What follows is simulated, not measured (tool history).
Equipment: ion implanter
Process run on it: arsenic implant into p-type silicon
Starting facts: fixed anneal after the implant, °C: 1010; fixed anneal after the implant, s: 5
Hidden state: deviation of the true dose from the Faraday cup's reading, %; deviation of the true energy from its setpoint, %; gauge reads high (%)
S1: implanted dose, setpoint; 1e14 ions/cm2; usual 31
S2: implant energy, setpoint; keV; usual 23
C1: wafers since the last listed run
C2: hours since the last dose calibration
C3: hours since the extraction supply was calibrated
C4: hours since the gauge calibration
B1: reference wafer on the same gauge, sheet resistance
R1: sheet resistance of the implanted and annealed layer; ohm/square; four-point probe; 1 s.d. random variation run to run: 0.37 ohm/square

run,hour,S1,S2,C1,C2,C3,C4,B1,R1
1,0,33.64,23,0,798.9,1703.7,141.6,130.05,113.92
2,49.7,33.64,23,526,848.6,1753.4,191.3,130.04,114.58
3,112.7,25.32,26.5,667,911.6,1816.4,254.3,130.05,109.56
# hour 139.1: Faraday cup replaced and dose calibrated
4,172.9,28.71,17.5,552,33.8,1876.6,314.5,129.96,131.71
5,224.1,28.71,17.5,542,85,1927.8,365.7,130.05,132.24
6,277.6,31,23,566,138.5,1981.3,419.2,130.11,115.5
7,313.8,31,23,383,174.7,2017.5,455.4,130.07,115.16
8,375,31,23,648,235.9,2078.7,516.6,130,116
9,588.9,31,23,2265,449.8,2292.6,730.5,130.03,115.93
10,784.4,31,23,2070,645.3,2488.1,926,130.02,115.4
# hour 788.8: gauge calibrated
# hour 808.6: extraction supply calibrated
11,848,31,23,588,708.9,39.4,59.2,130.03,113.28
# hour 891.4: Faraday cup replaced and dose calibrated
12,902.9,34.5,17.5,496,11.5,94.3,114.1,130.09,128.58
13,963.6,34.5,17.5,642,72.2,155,174.8,129.99,127.34
14,1023.6,34.5,17.5,635,132.2,215,234.8,129.92,127.78
15,1086.9,31,23,670,195.5,278.3,298.1,129.85,113.97
16,1116.3,31,21,311,224.9,307.7,327.5,130,119.09
17,1170.8,31,23,577,279.4,362.2,382,129.99,113.08
18,1200.4,27.67,28.5,313,309,391.8,411.6,129.92,102.76
19,1225.6,31,23,266,334.2,417,436.8,130.02,113.83
20,1286.7,39.76,17,647,395.3,478.1,497.9,130.13,128.24
21,1345.5,36.55,17.5,622,454.1,536.9,556.7,130.04,127.84
22,1403.7,31,23,616,512.3,595.1,614.9,129.95,113.69
23,1459.8,39.34,27,594,568.4,651.2,671,130.02,101.37
24,1487,35.64,18,288,595.6,678.4,698.2,130.05,126.53
25,1514.5,36.33,27,291,623.1,705.9,725.7,130.07,103.03
26,1554.3,39.67,23,421,662.9,745.7,765.5,130.23,110.97
27,1623.2,35.83,16.5,729,731.8,814.6,834.4,129.9,130.74
28,1649.1,24.21,21,274,757.7,840.5,860.3,129.97,122.29
29,1685.8,31,23,388,794.4,877.2,897,130.19,114.55
30,1784.5,31,23,1045,893.1,975.9,995.7,130.19,113.48
# hour 1822.6: Faraday cup replaced and dose calibrated
31,1856.4,34.98,19,676,33.8,1047.8,1067.6,130.05,124.14
# hour 1877.2: gauge calibrated
32,1896.7,34.48,18,426,74.1,1088.1,19.5,129.92,127.63
33,1932.6,27.14,30.5,380,110,1124,55.4,130.05,99.55

Consider 3 possible next runs. They are alternatives, not a sequence: every one starts from the tool as it was left by run 33. What does each give?
A,1933,26.36,23,4,110.4,1124.4,55.8,?,?
B,1933,36,23,4,110.4,1124.4,55.8,?,?
C,1933,27.36,30.5,4,110.4,1124.4,55.8,?,?

run,B1,R1
A,129.86,115.67
B,129.86,112.14
C,129.86,99.09
Stripped of hidden state, with their random variation kept, the same runs would have yielded:
run,R1
A,114.69
B,111.17
C,98.19

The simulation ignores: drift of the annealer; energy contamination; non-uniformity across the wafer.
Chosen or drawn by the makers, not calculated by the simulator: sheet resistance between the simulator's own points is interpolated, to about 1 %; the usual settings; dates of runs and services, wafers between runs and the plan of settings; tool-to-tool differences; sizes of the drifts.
